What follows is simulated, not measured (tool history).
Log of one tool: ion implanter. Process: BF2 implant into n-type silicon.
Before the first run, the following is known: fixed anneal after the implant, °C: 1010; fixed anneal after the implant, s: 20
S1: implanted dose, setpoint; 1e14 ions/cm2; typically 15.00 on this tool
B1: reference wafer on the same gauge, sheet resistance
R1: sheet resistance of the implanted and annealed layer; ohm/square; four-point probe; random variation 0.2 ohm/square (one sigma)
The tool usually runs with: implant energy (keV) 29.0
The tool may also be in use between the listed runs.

run 1 hour=0.0 | S1=15.00 implant_energy_(keV)=29.0 | B1=156.75 | R1=131.00
run 2 hour=34.6 | S1=15.00 implant_energy_(keV)=29.0 | B1=156.89 | R1=130.98
run 3 hour=73.3 | S1=15.00 implant_energy_(keV)=29.0 | B1=156.83 | R1=131.36
run 4 hour=108.6 | S1=15.00 implant_energy_(keV)=29.0 | B1=157.07 | R1=130.94
run 5 hour=134.2 | S1=16.95 implant_energy_(keV)=31.0 | B1=157.16 | R1=124.99
run 6 hour=148.6 | S1=16.95 implant_energy_(keV)=31.0 | B1=157.27 | R1=124.79
run 7 hour=163.4 | S1=15.00 implant_energy_(keV)=29.0 | B1=157.21 | R1=131.42
run 8 hour=182.0 | S1=15.00 implant_energy_(keV)=29.0 | B1=157.28 | R1=131.59
-- hour=193.9 extraction supply calibrated
run 9 hour=212.3 | S1=17.05 implant_energy_(keV)=29.0 | B1=157.30 | R1=128.77
-- hour=224.4 gauge calibrated
run 10 hour=230.6 | S1=17.05 implant_energy_(keV)=29.0 | B1=156.03 | R1=127.57
run 11 hour=243.9 | S1=15.00 implant_energy_(keV)=29.0 | B1=156.06 | R1=130.17
run 12 hour=277.4 | S1=15.00 implant_energy_(keV)=29.0 | B1=156.11 | R1=130.39
run 13 hour=307.1 | S1=15.00 implant_energy_(keV)=29.0 | B1=156.19 | R1=130.14
run 14 hour=332.6 | S1=12.79 implant_energy_(keV)=25.0 | B1=156.24 | R1=144.13
run 15 hour=345.2 | S1=15.00 implant_energy_(keV)=29.0 | B1=156.29 | R1=130.55
-- hour=364.2 Faraday cup replaced and dose calibrated
run 16 hour=364.7 | S1=19.38 implant_energy_(keV)=25.0 | B1=156.27 | R1=135.00
run 17 hour=376.6 | S1=12.79 implant_energy_(keV)=25.0 | B1=156.49 | R1=144.48
run 18 hour=411.2 | S1=15.00 implant_energy_(keV)=26.5 | B1=156.45 | R1=136.31
run 19 hour=439.1 | S1=18.03 implant_energy_(keV)=34.5 | B1=156.62 | R1=117.24
run 20 hour=474.0 | S1=11.03 implant_energy_(keV)=34.5 | B1=156.56 | R1=133.46
run 21 hour=493.2 | S1=17.69 implant_energy_(keV)=33.5 | B1=156.59 | R1=119.07
run 22 hour=523.6 | S1=15.00 implant_energy_(keV)=29.0 | B1=156.78 | R1=131.11
run 23 hour=542.8 | S1=15.00 implant_energy_(keV)=29.0 | B1=156.84 | R1=131.15
run 24 hour=555.0 | S1=19.09 implant_energy_(keV)=20.0 | B1=156.93 | R1=149.59
run 25 hour=578.8 | S1=19.50 implant_energy_(keV)=29.0 | B1=156.94 | R1=126.37
run 26 hour=592.9 | S1=15.00 implant_energy_(keV)=29.0 | B1=156.99 | R1=131.02

Each row is a separate what-if for the run after 26, all from the same tool condition, not one after another. Results?
run A hour=593.3 | S1=15.00 implant_energy_(keV)=29.0 | B1=? | R1=?
run B hour=593.3 | S1=18.23 implant_energy_(keV)=25.5 | B1=? | R1=?
run C hour=593.3 | S1=10.54 implant_energy_(keV)=20.0 | B1=? | R1=?
run D hour=593.3 | S1=12.74 implant_energy_(keV)=20.5 | B1=? | R1=?

run=A B1=157.03 R1=131.27
run=B B1=157.03 R1=135.34
run=C B1=157.03 R1=168.12
run=D B1=157.03 R1=157.76
Stripped of hidden state, with their random variation kept, the same runs would have yielded:
run=A R1=130.46
run=B R1=134.50
run=C R1=167.09
run=D R1=156.79
